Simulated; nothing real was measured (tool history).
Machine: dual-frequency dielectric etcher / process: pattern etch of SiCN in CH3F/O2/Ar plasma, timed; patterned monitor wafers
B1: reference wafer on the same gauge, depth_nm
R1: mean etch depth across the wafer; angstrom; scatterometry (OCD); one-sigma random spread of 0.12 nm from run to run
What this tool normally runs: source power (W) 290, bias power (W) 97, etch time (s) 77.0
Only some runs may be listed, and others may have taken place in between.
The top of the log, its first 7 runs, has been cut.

run 8 hour=425.8 | source_power_(W)=290 bias_power_(W)=97 etch_time_(s)=77.0 | B1=25.40 | R1=246.5
-- hour=543.6 bias power generator calibrated
run 9 hour=632.1 | source_power_(W)=290 bias_power_(W)=97 etch_time_(s)=77.0 | B1=25.46 | R1=243.4
run 10 hour=686.8 | source_power_(W)=290 bias_power_(W)=97 etch_time_(s)=77.0 | B1=25.40 | R1=243.8
run 11 hour=732.1 | source_power_(W)=290 bias_power_(W)=97 etch_time_(s)=77.0 | B1=25.43 | R1=244.3
run 12 hour=758.8 | source_power_(W)=340 bias_power_(W)=97 etch_time_(s)=77.0 | B1=25.42 | R1=259.3
-- hour=796.3 wet clean of the chamber
-- hour=823.5 gauge calibrated
run 13 hour=823.8 | source_power_(W)=340 bias_power_(W)=97 etch_time_(s)=77.0 | B1=25.40 | R1=267.7
run 14 hour=881.5 | source_power_(W)=290 bias_power_(W)=97 etch_time_(s)=77.0 | B1=25.41 | R1=249.2
run 15 hour=943.2 | source_power_(W)=290 bias_power_(W)=97 etch_time_(s)=77.0 | B1=25.39 | R1=247.6
run 16 hour=998.1 | source_power_(W)=290 bias_power_(W)=97 etch_time_(s)=77.0 | B1=25.41 | R1=248.6
run 17 hour=1047.4 | source_power_(W)=240 bias_power_(W)=79 etch_time_(s)=83.5 | B1=25.39 | R1=226.6
-- hour=1080.2 source power generator calibrated
run 18 hour=1101.5 | source_power_(W)=290 bias_power_(W)=97 etch_time_(s)=77.0 | B1=25.41 | R1=244.6
run 19 hour=1151.3 | source_power_(W)=290 bias_power_(W)=87 etch_time_(s)=88.5 | B1=25.38 | R1=270.4
run 20 hour=1181.4 | source_power_(W)=290 bias_power_(W)=113 etch_time_(s)=99.5 | B1=25.37 | R1=334.1
run 21 hour=1242.7 | source_power_(W)=290 bias_power_(W)=97 etch_time_(s)=91.5 | B1=25.39 | R1=288.6
-- hour=1298.6 wet clean of the chamber
run 22 hour=1307.1 | source_power_(W)=320 bias_power_(W)=112 etch_time_(s)=77.0 | B1=25.40 | R1=277.7
-- hour=1336.0 upper electrode replaced
run 23 hour=1336.5 | source_power_(W)=330 bias_power_(W)=108 etch_time_(s)=91.5 | B1=25.37 | R1=330.3
run 24 hour=1405.7 | source_power_(W)=290 bias_power_(W)=97 etch_time_(s)=87.5 | B1=25.39 | R1=285.4
run 25 hour=1443.1 | source_power_(W)=320 bias_power_(W)=116 etch_time_(s)=83.0 | B1=25.42 | R1=303.0
run 26 hour=1473.2 | source_power_(W)=290 bias_power_(W)=88 etch_time_(s)=98.5 | B1=25.40 | R1=303.7
run 27 hour=1533.1 | source_power_(W)=310 bias_power_(W)=80 etch_time_(s)=77.0 | B1=25.40 | R1=237.3
run 28 hour=1582.8 | source_power_(W)=270 bias_power_(W)=97 etch_time_(s)=77.0 | B1=25.37 | R1=239.0
run 29 hour=1635.1 | source_power_(W)=290 bias_power_(W)=97 etch_time_(s)=77.0 | B1=25.39 | R1=242.9
run 30 hour=1675.0 | source_power_(W)=320 bias_power_(W)=104 etch_time_(s)=94.0 | B1=25.41 | R1=319.8
run 31 hour=1715.4 | source_power_(W)=230 bias_power_(W)=81 etch_time_(s)=87.0 | B1=25.38 | R1=228.9

Below are 3 alternative next runs, each starting from the tool's condition after run 31. Predict each:
run A hour=1715.8 | source_power_(W)=330 bias_power_(W)=97 etch_time_(s)=77.0 | B1=? | R1=?
run B hour=1715.8 | source_power_(W)=220 bias_power_(W)=104 etch_time_(s)=70.0 | B1=? | R1=?
run C hour=1715.8 | source_power_(W)=290 bias_power_(W)=97 etch_time_(s)=68.0 | B1=? | R1=?

run=A B1=25.40 R1=258.0
run=B B1=25.40 R1=199.5
run=C B1=25.40 R1=214.9
Take away the tool's hidden state, keep each run's random variation, and the runs would have read:
run=A R1=265.0
run=B R1=205.0
run=C R1=220.7
